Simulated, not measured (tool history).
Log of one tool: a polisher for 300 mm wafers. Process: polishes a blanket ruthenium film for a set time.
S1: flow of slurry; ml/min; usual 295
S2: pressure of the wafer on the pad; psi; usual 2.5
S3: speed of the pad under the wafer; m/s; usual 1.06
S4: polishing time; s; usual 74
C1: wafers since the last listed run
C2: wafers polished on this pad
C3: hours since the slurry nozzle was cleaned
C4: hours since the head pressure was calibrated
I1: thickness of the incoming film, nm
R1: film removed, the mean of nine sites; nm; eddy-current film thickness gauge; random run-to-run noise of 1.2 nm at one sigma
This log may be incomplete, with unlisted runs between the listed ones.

run	hour	S1	S2	S3	S4	C1	C2	C3	C4	I1	R1
1	0.0	295	2.5	1.06	74	0	1483	420.1	250.3	312.6	105.0
2	90.1	295	2.5	1.06	74	1003	2486	510.2	340.4	309.0	102.6
# hour 195.5: head pressure recalibrated
3	196.0	295	2.5	0.86	58	1156	3643	616.1	0.5	313.8	71.2
# hour 240.8: slurry nozzle cleaned
# hour 266.1: worn pad replaced by a new one
4	300.4	295	2.5	0.86	58	1106	381	59.6	104.9	311.1	72.8
5	361.0	295	2.5	0.86	58	674	1056	120.2	165.5	306.6	73.5
6	436.1	295	2.5	1.06	74	836	1892	195.3	240.6	307.4	106.2
7	539.6	295	2.5	1.06	61	1152	3045	298.8	344.1	309.5	87.0
# hour 586.4: head pressure recalibrated
8	607.0	295	2.5	1.06	61	728	3773	366.2	20.6	314.5	89.1
# hour 612.3: worn pad replaced by a new one
9	665.4	295	2.5	1.06	61	605	591	424.6	79.0	306.3	86.6
10	767.6	295	2.0	1.06	89	1137	1729	526.8	181.2	313.7	101.4
# hour 781.6: slurry nozzle cleaned
11	836.9	295	2.0	1.06	89	760	2490	55.3	250.5	313.7	103.5
12	942.5	295	1.8	1.06	57	1175	3666	160.9	356.1	311.7	58.1
13	978.8	295	2.5	1.06	74	404	4070	197.2	392.4	315.0	105.2
# hour 1031.6: worn pad replaced by a new one
# hour 1059.9: head pressure recalibrated
14	1079.8	295	1.6	1.06	63	1057	514	298.2	19.9	313.6	58.9
15	1140.5	205	2.2	1.34	74	675	1190	358.9	80.6	306.3	109.9
16	1210.0	295	3.1	0.74	74	773	1963	428.4	150.1	307.0	101.1
17	1259.3	350	2.7	1.42	66	548	2512	477.7	199.4	312.9	134.6
# hour 1310.5: slurry nozzle cleaned
18	1330.0	295	2.5	0.86	58	776	3289	19.5	270.1	312.9	73.0
19	1393.0	295	2.5	1.06	74	701	3990	82.5	333.1	310.7	108.3
# hour 1428.0: worn pad replaced by a new one
20	1472.4	295	3.0	1.26	49	839	494	161.9	412.5	306.5	97.5
21	1522.0	230	3.1	0.78	74	552	1046	211.5	462.1	316.6	98.7
# hour 1553.6: head pressure recalibrated
22	1600.9	295	2.5	1.36	89	856	1903	290.4	47.3	306.3	163.2
23	1682.1	295	2.5	1.32	95	904	2807	371.6	128.5	310.7	167.2
24	1753.8	295	2.8	1.18	74	798	3605	443.3	200.2	309.8	130.8
# hour 1840.4: worn pad replaced by a new one
# hour 1857.4: slurry nozzle cleaned
25	1858.1	295	2.5	1.06	74	1105	186	0.7	304.5	312.1	108.1
26	1922.0	245	3.0	0.90	50	711	897	64.6	368.4	309.4	74.9

Forecast each of these 4 alternatives for the next run:
A	1922.4	295	2.5	1.06	74	4	902	65.0	368.8	310.0	?
B	1922.4	235	3.3	0.88	88	4	902	65.0	368.8	310.0	?
C	1922.4	295	1.6	1.06	74	4	902	65.0	368.8	310.0	?
D	1922.4	240	2.2	0.70	81	4	902	65.0	368.8	310.0	?

run	R1
A	107.3
B	141.1
C	68.7
D	72.7
The same runs, with their run-to-run variation unchanged, on a tool lacking any hidden condition would have given:
run	R1
A	112.4
B	148.2
C	71.9
D	76.4
